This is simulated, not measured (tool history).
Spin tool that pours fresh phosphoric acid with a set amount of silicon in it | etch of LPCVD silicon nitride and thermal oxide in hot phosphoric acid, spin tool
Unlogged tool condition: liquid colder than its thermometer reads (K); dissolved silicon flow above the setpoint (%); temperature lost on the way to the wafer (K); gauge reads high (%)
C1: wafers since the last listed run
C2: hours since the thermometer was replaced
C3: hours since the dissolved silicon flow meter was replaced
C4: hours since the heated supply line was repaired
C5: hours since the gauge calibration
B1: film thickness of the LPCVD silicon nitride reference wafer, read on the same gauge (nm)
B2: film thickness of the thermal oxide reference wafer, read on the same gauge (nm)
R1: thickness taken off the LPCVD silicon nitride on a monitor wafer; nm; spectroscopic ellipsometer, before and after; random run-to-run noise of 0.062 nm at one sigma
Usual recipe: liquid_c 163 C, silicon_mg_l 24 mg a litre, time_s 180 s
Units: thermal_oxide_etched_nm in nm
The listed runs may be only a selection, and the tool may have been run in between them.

run 1 hour=0 | liquid_c=163 silicon_mg_l=24 time_s=180 | C1=0 C2=2340.4 C3=1028.9 C4=3033.9 C5=154 | B1=39.66 B2=138.876 | R1=15.9 thermal_oxide_etched_nm=0.365
run 2 hour=21.8 | liquid_c=163 silicon_mg_l=24 time_s=180 | C1=153 C2=2362.2 C3=1050.7 C4=3055.7 C5=175.8 | B1=39.64 B2=138.757 | R1=15.95 thermal_oxide_etched_nm=0.387
run 3 hour=35.7 | liquid_c=163 silicon_mg_l=24 time_s=180 | C1=97 C2=2376.1 C3=1064.6 C4=3069.6 C5=189.7 | B1=39.6 B2=138.676 | R1=16.01 thermal_oxide_etched_nm=0.31
run 4 hour=57.7 | liquid_c=163 silicon_mg_l=24 time_s=180 | C1=154 C2=2398.1 C3=1086.6 C4=3091.6 C5=211.7 | B1=39.57 B2=138.562 | R1=16.02 thermal_oxide_etched_nm=0.36
run 5 hour=80 | liquid_c=163 silicon_mg_l=24 time_s=130 | C1=156 C2=2420.4 C3=1108.9 C4=3113.9 C5=234 | B1=39.57 B2=138.428 | R1=11.41 thermal_oxide_etched_nm=0.259
-- hour=92.6 thermometer replaced
run 6 hour=106.1 | liquid_c=163 silicon_mg_l=24 time_s=130 | C1=176 C2=13.5 C3=1135 C4=3140 C5=260.1 | B1=39.5 B2=138.28 | R1=11.45 thermal_oxide_etched_nm=0.25
run 7 hour=119.3 | liquid_c=163 silicon_mg_l=24 time_s=180 | C1=92 C2=26.7 C3=1148.2 C4=3153.2 C5=273.3 | B1=39.49 B2=138.207 | R1=15.91 thermal_oxide_etched_nm=0.265
run 8 hour=142 | liquid_c=166 silicon_mg_l=8.5 time_s=115 | C1=159 C2=49.4 C3=1170.9 C4=3175.9 C5=296 | B1=39.45 B2=138.083 | R1=11.18 thermal_oxide_etched_nm=0.382
run 9 hour=160.6 | liquid_c=165.5 silicon_mg_l=24 time_s=135 | C1=130 C2=68 C3=1189.5 C4=3194.5 C5=314.6 | B1=39.43 B2=137.949 | R1=12.85 thermal_oxide_etched_nm=0.319
-- hour=175.2 heated supply line repaired
-- hour=188.5 gauge calibrated
-- hour=197.3 dissolved silicon flow meter replaced
run 10 hour=201.8 | liquid_c=163 silicon_mg_l=37 time_s=110 | C1=275 C2=109.2 C3=4.5 C4=26.6 C5=13.3 | B1=39.92 B2=139.802 | R1=9.83 thermal_oxide_etched_nm=0.1
run 11 hour=217.6 | liquid_c=164.5 silicon_mg_l=14.5 time_s=150 | C1=111 C2=125 C3=20.3 C4=42.4 C5=29.1 | B1=39.91 B2=139.7 | R1=14.09 thermal_oxide_etched_nm=0.509
run 12 hour=239.7 | liquid_c=163 silicon_mg_l=11 time_s=180 | C1=155 C2=147.1 C3=42.4 C4=64.5 C5=51.2 | B1=39.85 B2=139.564 | R1=16.01 thermal_oxide_etched_nm=0.489
run 13 hour=264.1 | liquid_c=163 silicon_mg_l=24 time_s=180 | C1=171 C2=171.5 C3=66.8 C4=88.9 C5=75.6 | B1=39.85 B2=139.426 | R1=15.93 thermal_oxide_etched_nm=0.298
run 14 hour=286.6 | liquid_c=164 silicon_mg_l=9.5 time_s=250 | C1=158 C2=194 C3=89.3 C4=111.4 C5=98.1 | B1=39.81 B2=139.338 | R1=22.94 thermal_oxide_etched_nm=0.798

Consider 3 possible next runs. They are alternatives, not a sequence: every one starts from the tool as it was left by run 14. What does each give?
run A hour=287.1 | liquid_c=163 silicon_mg_l=24 time_s=180 | C1=3 C2=194.5 C3=89.8 C4=111.9 C5=98.6 | B1=? B2=? | R1=? thermal_oxide_etched_nm=?
run B hour=287.1 | liquid_c=161.5 silicon_mg_l=40 time_s=225 | C1=3 C2=194.5 C3=89.8 C4=111.9 C5=98.6 | B1=? B2=? | R1=? thermal_oxide_etched_nm=?
run C hour=287.1 | liquid_c=162 silicon_mg_l=37 time_s=260 | C1=3 C2=194.5 C3=89.8 C4=111.9 C5=98.6 | B1=? B2=? | R1=? thermal_oxide_etched_nm=?

run=A B1=39.79 B2=139.333 R1=16.06 thermal_oxide_etched_nm=0.378
run=B B1=39.79 B2=139.333 R1=19.09 thermal_oxide_etched_nm=0.205
run=C B1=39.79 B2=139.333 R1=22.44 thermal_oxide_etched_nm=0.295
Had the tool no hidden state, the same runs would have come out as:
run=A R1=16.14 thermal_oxide_etched_nm=0.38
run=B R1=19.19 thermal_oxide_etched_nm=0.206
run=C R1=22.55 thermal_oxide_etched_nm=0.296
